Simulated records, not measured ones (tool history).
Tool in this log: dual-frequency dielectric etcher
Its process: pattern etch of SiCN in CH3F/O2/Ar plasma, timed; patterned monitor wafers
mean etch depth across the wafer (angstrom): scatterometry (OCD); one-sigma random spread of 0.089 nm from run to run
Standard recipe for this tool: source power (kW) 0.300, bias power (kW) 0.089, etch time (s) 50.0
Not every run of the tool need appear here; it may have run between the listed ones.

run	hour	source power (kW)	bias power (kW)	etch time (s)	read-back reference wafer on the same gauge, depth_nm	mean etch depth across the wafer (angstrom)
1	0.0	0.300	0.089	50.0	17.61	184.3
2	9.2	0.300	0.089	50.0	17.61	182.0
3	17.6	0.300	0.089	50.0	17.58	184.2
4	31.4	0.330	0.100	50.0	17.61	194.2
5	48.0	0.330	0.100	50.0	17.61	195.3
6	63.9	0.330	0.100	50.0	17.61	195.4
7	76.0	0.300	0.089	50.0	17.61	180.9
8	82.0	0.300	0.089	50.0	17.60	181.3
# hour 110.4: bias power generator calibrated
# hour 111.3: upper electrode replaced
9	111.8	0.300	0.089	50.0	17.61	179.6
10	112.2	0.300	0.089	50.0	17.61	180.8
11	112.5	0.300	0.069	37.0	17.61	121.3
12	120.9	0.250	0.089	37.5	17.61	129.3
# hour 137.8: gauge calibrated
# hour 148.9: source power generator calibrated
# hour 159.1: wet clean of the chamber
13	159.6	0.300	0.089	58.0	17.60	219.5
14	159.9	0.300	0.076	38.5	17.60	136.8
15	162.7	0.300	0.089	50.0	17.59	189.2
16	172.5	0.300	0.089	50.0	17.62	189.2
17	182.3	0.250	0.089	50.0	17.60	181.3
18	195.0	0.300	0.081	50.0	17.59	182.8
19	209.4	0.300	0.089	50.0	17.60	188.2
20	255.6	0.300	0.089	50.0	17.57	188.3

Forecast each of these 5 alternatives for the next run:
A	256.0	0.300	0.108	50.0	?	?
B	256.0	0.270	0.101	58.5	?	?
C	256.0	0.300	0.089	42.5	?	?
D	256.0	0.320	0.080	42.5	?	?
E	256.0	0.300	0.089	40.0	?	?

run	read-back reference wafer on the same gauge, depth_nm	mean etch depth across the wafer (angstrom)
A	17.59	204.6
B	17.59	227.3
C	17.59	161.0
D	17.59	156.9
E	17.59	151.5
With the hidden condition removed and each run's random variation left untouched, the same runs would have given:
run	mean etch depth across the wafer (angstrom)
A	205.6
B	228.4
C	161.8
D	157.7
E	152.3

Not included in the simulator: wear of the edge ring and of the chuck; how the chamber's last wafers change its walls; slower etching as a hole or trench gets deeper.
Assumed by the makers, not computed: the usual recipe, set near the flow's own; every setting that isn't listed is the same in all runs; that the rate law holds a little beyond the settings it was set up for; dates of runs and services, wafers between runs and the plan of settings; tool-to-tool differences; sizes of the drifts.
